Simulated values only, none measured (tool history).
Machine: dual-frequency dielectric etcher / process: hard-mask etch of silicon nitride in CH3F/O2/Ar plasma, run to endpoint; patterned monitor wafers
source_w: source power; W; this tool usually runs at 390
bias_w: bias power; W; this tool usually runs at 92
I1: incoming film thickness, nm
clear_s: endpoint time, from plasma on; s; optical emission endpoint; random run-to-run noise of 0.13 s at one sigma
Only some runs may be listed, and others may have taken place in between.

{"run": 1, "hour": 0.0, "source_w": 340, "bias_w": 92, "I1": 36.22, "clear_s": 47.5}
{"run": 2, "hour": 15.9, "source_w": 340, "bias_w": 92, "I1": 35.77, "clear_s": 47.1}
{"run": 3, "hour": 38.4, "source_w": 390, "bias_w": 92, "I1": 35.59, "clear_s": 43.5}
{"run": 4, "hour": 59.0, "source_w": 390, "bias_w": 92, "I1": 35.96, "clear_s": 44.2}
{"run": 5, "hour": 81.1, "source_w": 390, "bias_w": 92, "I1": 35.53, "clear_s": 44.0}
{"run": 6, "hour": 107.2, "source_w": 390, "bias_w": 92, "I1": 36.06, "clear_s": 44.8}
{"run": 7, "hour": 129.1, "source_w": 390, "bias_w": 92, "I1": 35.81, "clear_s": 44.6}
{"run": 8, "hour": 155.3, "source_w": 390, "bias_w": 92, "I1": 35.8, "clear_s": 44.6}
{"hour": 168.8, "done": "bias power generator calibrated"}
{"run": 9, "hour": 184.6, "source_w": 390, "bias_w": 92, "I1": 35.88, "clear_s": 44.5}
{"run": 10, "hour": 211.8, "source_w": 390, "bias_w": 92, "I1": 35.85, "clear_s": 44.7}
{"run": 11, "hour": 232.7, "source_w": 390, "bias_w": 100, "I1": 35.96, "clear_s": 42.8}
{"run": 12, "hour": 268.5, "source_w": 390, "bias_w": 100, "I1": 36.22, "clear_s": 43.4}
{"run": 13, "hour": 288.7, "source_w": 390, "bias_w": 92, "I1": 35.59, "clear_s": 44.7}
{"run": 14, "hour": 317.4, "source_w": 390, "bias_w": 92, "I1": 35.73, "clear_s": 45.0}
{"run": 15, "hour": 342.9, "source_w": 390, "bias_w": 104, "I1": 35.96, "clear_s": 42.4}
{"hour": 375.0, "done": "wet clean of the chamber"}
{"run": 16, "hour": 376.1, "source_w": 300, "bias_w": 86, "I1": 35.92, "clear_s": 52.2}
{"run": 17, "hour": 403.3, "source_w": 340, "bias_w": 75, "I1": 35.4, "clear_s": 52.1}
{"hour": 408.9, "done": "source power generator calibrated"}
{"run": 18, "hour": 425.1, "source_w": 390, "bias_w": 92, "I1": 35.9, "clear_s": 43.5}
{"run": 19, "hour": 459.7, "source_w": 480, "bias_w": 114, "I1": 35.91, "clear_s": 35.5}
{"run": 20, "hour": 483.0, "source_w": 350, "bias_w": 92, "I1": 36.14, "clear_s": 46.5}
{"hour": 522.7, "done": "upper electrode replaced"}
{"run": 21, "hour": 523.2, "source_w": 390, "bias_w": 92, "I1": 35.5, "clear_s": 43.1}
{"run": 22, "hour": 523.6, "source_w": 330, "bias_w": 99, "I1": 35.62, "clear_s": 45.3}
{"run": 23, "hour": 531.1, "source_w": 330, "bias_w": 85, "I1": 35.43, "clear_s": 48.9}
{"run": 24, "hour": 552.2, "source_w": 390, "bias_w": 92, "I1": 35.75, "clear_s": 43.9}
{"run": 25, "hour": 585.3, "source_w": 310, "bias_w": 76, "I1": 35.72, "clear_s": 54.0}
{"run": 26, "hour": 609.9, "source_w": 420, "bias_w": 92, "I1": 35.61, "clear_s": 42.1}
{"run": 27, "hour": 632.9, "source_w": 320, "bias_w": 71, "I1": 35.53, "clear_s": 55.2}
{"run": 28, "hour": 646.0, "source_w": 440, "bias_w": 109, "I1": 35.58, "clear_s": 37.6}
{"run": 29, "hour": 669.2, "source_w": 350, "bias_w": 92, "I1": 35.6, "clear_s": 46.0}
{"hour": 695.1, "done": "wet clean of the chamber"}
{"run": 30, "hour": 699.9, "source_w": 390, "bias_w": 113, "I1": 35.6, "clear_s": 38.3}
{"run": 31, "hour": 718.8, "source_w": 390, "bias_w": 77, "I1": 35.64, "clear_s": 47.2}
{"run": 32, "hour": 750.5, "source_w": 300, "bias_w": 92, "I1": 35.95, "clear_s": 49.5}
{"run": 33, "hour": 766.7, "source_w": 330, "bias_w": 92, "I1": 35.67, "clear_s": 46.5}
{"run": 34, "hour": 783.8, "source_w": 450, "bias_w": 92, "I1": 36.02, "clear_s": 40.7}

Some steps in clear_s, run to run, broken into two amounts with sign: the step expected even without the hidden condition (settings, incoming material, random variation), and the rest, left for the hidden condition together with whatever gauge scatter is not in both the measured and the hidden-condition-free result:
What the log doesn't record here: etch rate over this chamber's usual, %; source power that arrives over what is set, %; bias power that arrives over what is set, %.
Run 15 -> 16: source_w 390 -> 300, bias_w 104 -> 86, wet clean of the chamber. clear_s +9.8 s: hidden state -0.7, all else +10.5.
Run 17 -> 18: source_w 340 -> 390, bias_w 75 -> 92, source power generator calibrated. clear_s -8.6 s: hidden state -1.0, all else -7.6.
Run 25 -> 26: source_w 310 -> 420, bias_w 76 -> 92. clear_s -11.9 s: hidden state +0.0, all else -11.9.
Run 26 -> 27: source_w 420 -> 320, bias_w 92 -> 71. clear_s +13.1 s: hidden state +0.2, all else +12.9.
Run 27 -> 28: source_w 320 -> 440, bias_w 71 -> 109. clear_s -17.6 s: hidden state -0.2, all else -17.4.
Run 29 -> 30: source_w 350 -> 390, bias_w 92 -> 113, wet clean of the chamber. clear_s -7.7 s: hidden state -1.0, all else -6.7.
